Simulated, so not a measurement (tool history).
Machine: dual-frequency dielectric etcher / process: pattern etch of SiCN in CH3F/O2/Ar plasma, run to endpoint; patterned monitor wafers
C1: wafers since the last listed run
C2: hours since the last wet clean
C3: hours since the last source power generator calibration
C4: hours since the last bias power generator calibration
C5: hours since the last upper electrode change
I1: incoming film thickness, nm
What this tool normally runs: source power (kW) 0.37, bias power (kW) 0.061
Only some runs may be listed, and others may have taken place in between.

Run 1, day 0: usual settings but source power (kW) 0.32, bias power (kW) 0.058; C1 0; C2 337.8; C3 2451.2; C4 2010.6; C5 3751; I1 6.46. Result: endpoint time (s) 19.
Run 2, day 0.946: usual settings but source power (kW) 0.32, bias power (kW) 0.058; C1 356; C2 360.5; C3 2473.9; C4 2033.3; C5 3773.7; I1 6.37. Result: endpoint time (s) 18.9.
Run 3, day 1.358: usual settings but source power (kW) 0.32, bias power (kW) 0.058; C1 155; C2 370.4; C3 2483.8; C4 2043.2; C5 3783.6; I1 6.37. Result: endpoint time (s) 18.7.
Run 4, day 1.938: usual settings but bias power (kW) 0.05; C1 218; C2 384.3; C3 2497.7; C4 2057.1; C5 3797.5; I1 6.38. Result: endpoint time (s) 18.
Run 5, day 2.246: usual settings but bias power (kW) 0.055; C1 116; C2 391.7; C3 2505.1; C4 2064.5; C5 3804.9; I1 6.42. Result: endpoint time (s) 17.8.
Run 6, day 2.967: usual settings but bias power (kW) 0.055; C1 271; C2 409; C3 2522.4; C4 2081.8; C5 3822.2; I1 6.39. Result: endpoint time (s) 18.
Run 7, day 3.288: usual settings; C1 120; C2 416.7; C3 2530.1; C4 2089.5; C5 3829.9; I1 6.36. Result: endpoint time (s) 17.4.
Run 8, day 3.812: usual settings but source power (kW) 0.32; C1 197; C2 429.3; C3 2542.7; C4 2102.1; C5 3842.5; I1 6.33. Result: endpoint time (s) 18.5.
Run 9, day 5.375: usual settings but source power (kW) 0.41; C1 588; C2 466.8; C3 2580.2; C4 2139.6; C5 3880; I1 6.38. Result: endpoint time (s) 16.9.
Run 10, day 6.071: usual settings; C1 262; C2 483.5; C3 2596.9; C4 2156.3; C5 3896.7; I1 6.34. Result: endpoint time (s) 17.4.
At day 7.296: upper electrode replaced.
At day 7.325: wet clean of the chamber.
Run 11, day 7.346: usual settings; C1 92; C2 0.5; C3 2627.5; C4 2186.9; C5 1.2; I1 6.37. Result: endpoint time (s) 17.9.
Run 12, day 7.358: usual settings; C1 4; C2 0.8; C3 2627.8; C4 2187.2; C5 1.5; I1 6.43. Result: endpoint time (s) 17.7.
Run 13, day 7.662: usual settings but bias power (kW) 0.057; C1 114; C2 8.1; C3 2635.1; C4 2194.5; C5 8.8; I1 6.43. Result: endpoint time (s) 17.6.
At day 8.479: source power generator calibrated.
Run 14, day 8.5: usual settings but source power (kW) 0.32, bias power (kW) 0.058; C1 252; C2 28.2; C3 0.5; C4 2214.6; C5 28.9; I1 6.39. Result: endpoint time (s) 18.9.
Run 15, day 9.054: usual settings but source power (kW) 0.33, bias power (kW) 0.05; C1 208; C2 41.5; C3 13.8; C4 2227.9; C5 42.2; I1 6.39. Result: endpoint time (s) 19.1.
Run 16, day 9.371: usual settings but source power (kW) 0.34; C1 119; C2 49.1; C3 21.4; C4 2235.5; C5 49.8; I1 6.46. Result: endpoint time (s) 18.2.
Run 17, day 9.65: usual settings but source power (kW) 0.43, bias power (kW) 0.048; C1 105; C2 55.8; C3 28.1; C4 2242.2; C5 56.5; I1 6.49. Result: endpoint time (s) 17.6.
At day 10.946: bias power generator calibrated.
Run 18, day 10.967: usual settings; C1 433; C2 87.4; C3 59.7; C4 0.5; C5 88.1; I1 6.39. Result: endpoint time (s) 17.5.
Run 19, day 11.171: usual settings but source power (kW) 0.41, bias power (kW) 0.048; C1 76; C2 92.3; C3 64.6; C4 5.4; C5 93; I1 6.41. Result: endpoint time (s) 17.6.
Run 20, day 11.525: usual settings but source power (kW) 0.3, bias power (kW) 0.075; C1 133; C2 100.8; C3 73.1; C4 13.9; C5 101.5; I1 6.39. Result: endpoint time (s) 18.7.
Run 21, day 12.154: usual settings; C1 236; C2 115.9; C3 88.2; C4 29; C5 116.6; I1 6.45. Result: endpoint time (s) 17.7.
Run 22, day 12.688: usual settings but source power (kW) 0.44, bias power (kW) 0.048; C1 200; C2 128.7; C3 101; C4 41.8; C5 129.4; I1 6.4. Result: endpoint time (s) 17.3.
Run 23, day 13.162: usual settings but source power (kW) 0.3, bias power (kW) 0.075; C1 178; C2 140.1; C3 112.4; C4 53.2; C5 140.8; I1 6.4. Result: endpoint time (s) 18.5.
Run 24, day 13.754: usual settings but source power (kW) 0.35, bias power (kW) 0.076; C1 222; C2 154.3; C3 126.6; C4 67.4; C5 155; I1 6.44. Result: endpoint time (s) 17.5.
Run 25, day 14.088: usual settings but source power (kW) 0.41, bias power (kW) 0.075; C1 125; C2 162.3; C3 134.6; C4 75.4; C5 163; I1 6.37. Result: endpoint time (s) 16.2.

5 options for the next run, each taken on its own from the tool as it stands now. Forecast them:
Run A, day 14.104: usual settings; C1 6; C2 162.7; C3 135; C4 75.8; C5 163.4; I1 6.42. Result: endpoint time (s) ?.
Run B, day 14.104: usual settings but source power (kW) 0.42, bias power (kW) 0.053; C1 6; C2 162.7; C3 135; C4 75.8; C5 163.4; I1 6.42. Result: endpoint time (s) ?.
Run C, day 14.104: usual settings but bias power (kW) 0.068; C1 6; C2 162.7; C3 135; C4 75.8; C5 163.4; I1 6.42. Result: endpoint time (s) ?.
Run D, day 14.104: usual settings but source power (kW) 0.41, bias power (kW) 0.068; C1 6; C2 162.7; C3 135; C4 75.8; C5 163.4; I1 6.42. Result: endpoint time (s) ?.
Run E, day 14.104: usual settings but source power (kW) 0.41, bias power (kW) 0.069; C1 6; C2 162.7; C3 135; C4 75.8; C5 163.4; I1 6.42. Result: endpoint time (s) ?.

run  endpoint time (s)
  A               17.6
  B               17.1
  C               17.2
  D               16.5
  E               16.5
The same runs, with their run-to-run variation unchanged, on a tool lacking any hidden condition would have given:
run  endpoint time (s)
  A               17.6
  B               17.1
  C               17.2
  D               16.5
  E               16.5

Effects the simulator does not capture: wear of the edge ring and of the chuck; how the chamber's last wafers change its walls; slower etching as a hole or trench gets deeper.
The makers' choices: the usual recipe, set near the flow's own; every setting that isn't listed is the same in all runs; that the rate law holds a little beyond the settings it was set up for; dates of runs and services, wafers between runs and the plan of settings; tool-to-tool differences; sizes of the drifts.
